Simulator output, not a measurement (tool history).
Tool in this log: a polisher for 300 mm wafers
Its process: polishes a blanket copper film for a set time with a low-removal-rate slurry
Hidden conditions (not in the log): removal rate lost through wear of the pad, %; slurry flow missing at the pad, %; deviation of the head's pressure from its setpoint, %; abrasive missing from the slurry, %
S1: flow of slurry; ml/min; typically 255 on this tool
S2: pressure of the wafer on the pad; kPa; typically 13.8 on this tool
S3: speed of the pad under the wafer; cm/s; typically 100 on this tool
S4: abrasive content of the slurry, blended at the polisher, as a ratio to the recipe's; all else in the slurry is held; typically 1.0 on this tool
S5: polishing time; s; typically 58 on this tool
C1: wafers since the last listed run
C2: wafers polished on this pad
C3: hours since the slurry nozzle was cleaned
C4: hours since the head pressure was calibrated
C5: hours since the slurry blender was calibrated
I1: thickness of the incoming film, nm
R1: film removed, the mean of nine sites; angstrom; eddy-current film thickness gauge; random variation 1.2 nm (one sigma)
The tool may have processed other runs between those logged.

run 1 hour=0.0 | S1=255 S2=13.8 S3=100 S4=1.0 S5=58 | C1=0 C2=87 C3=581.9 C4=1129.7 C5=66.7 | I1=663.4 | R1=1149
run 2 hour=36.8 | S1=255 S2=13.8 S3=100 S4=1.0 S5=64 | C1=315 C2=403 C3=618.7 C4=1166.5 C5=103.5 | I1=675.6 | R1=1288
run 3 hour=79.9 | S1=255 S2=13.8 S3=100 S4=1.0 S5=64 | C1=369 C2=773 C3=661.8 C4=1209.6 C5=146.6 | I1=672.0 | R1=1279
run 4 hour=106.2 | S1=255 S2=13.8 S3=100 S4=1.0 S5=64 | C1=225 C2=999 C3=688.1 C4=1235.9 C5=172.9 | I1=666.9 | R1=1288
run 5 hour=133.6 | S1=255 S2=13.8 S3=100 S4=1.0 S5=58 | C1=235 C2=1234 C3=715.5 C4=1263.3 C5=200.3 | I1=674.5 | R1=1133
-- hour=158.7 worn pad replaced by a new one
run 6 hour=164.4 | S1=255 S2=13.8 S3=100 S4=1.0 S5=58 | C1=230 C2=49 C3=746.3 C4=1294.1 C5=231.1 | I1=676.4 | R1=1158
-- hour=172.3 slurry blender recalibrated
run 7 hour=224.1 | S1=255 S2=13.8 S3=100 S4=1.0 S5=58 | C1=495 C2=544 C3=806.0 C4=1353.8 C5=51.8 | I1=672.4 | R1=1133
-- hour=278.1 slurry nozzle cleaned
run 8 hour=279.9 | S1=230 S2=16.5 S3=100 S4=0.9 S5=58 | C1=470 C2=1014 C3=1.8 C4=1409.6 C5=107.6 | I1=671.9 | R1=1300
run 9 hour=309.2 | S1=230 S2=16.5 S3=100 S4=0.9 S5=58 | C1=251 C2=1266 C3=31.1 C4=1438.9 C5=136.9 | I1=670.0 | R1=1302
-- hour=352.2 worn pad replaced by a new one
-- hour=356.6 head pressure recalibrated
run 10 hour=370.8 | S1=255 S2=13.8 S3=100 S4=1.0 S5=58 | C1=477 C2=142 C3=92.7 C4=14.2 C5=198.5 | I1=666.8 | R1=1428
-- hour=391.9 slurry blender recalibrated
run 11 hour=413.4 | S1=255 S2=13.8 S3=66 S4=1.0 S5=58 | C1=348 C2=490 C3=135.3 C4=56.8 C5=21.5 | I1=666.7 | R1=925
run 12 hour=444.0 | S1=255 S2=11.0 S3=100 S4=1.0 S5=65 | C1=262 C2=753 C3=165.9 C4=87.4 C5=52.1 | I1=671.0 | R1=1283
-- hour=451.6 head pressure recalibrated, repeated, since the last time left the tool worse
run 13 hour=498.6 | S1=310 S2=17.2 S3=100 S4=1.0 S5=64 | C1=451 C2=1204 C3=220.5 C4=47.0 C5=106.7 | I1=682.2 | R1=1710

Run 14, settings as shown, results not yet in. Your forecast:
-- hour=518.5 worn pad replaced by a new one
run 14 hour=555.4 | S1=255 S2=13.8 S3=100 S4=1.0 S5=76 | C1=453 C2=317 C3=277.3 C4=103.8 C5=163.5 | I1=675.1 | R1=?

R1: 1597 angstrom
On a tool with no hidden condition, and with the same random variation, this run would have come out at R1 1601 angstrom.
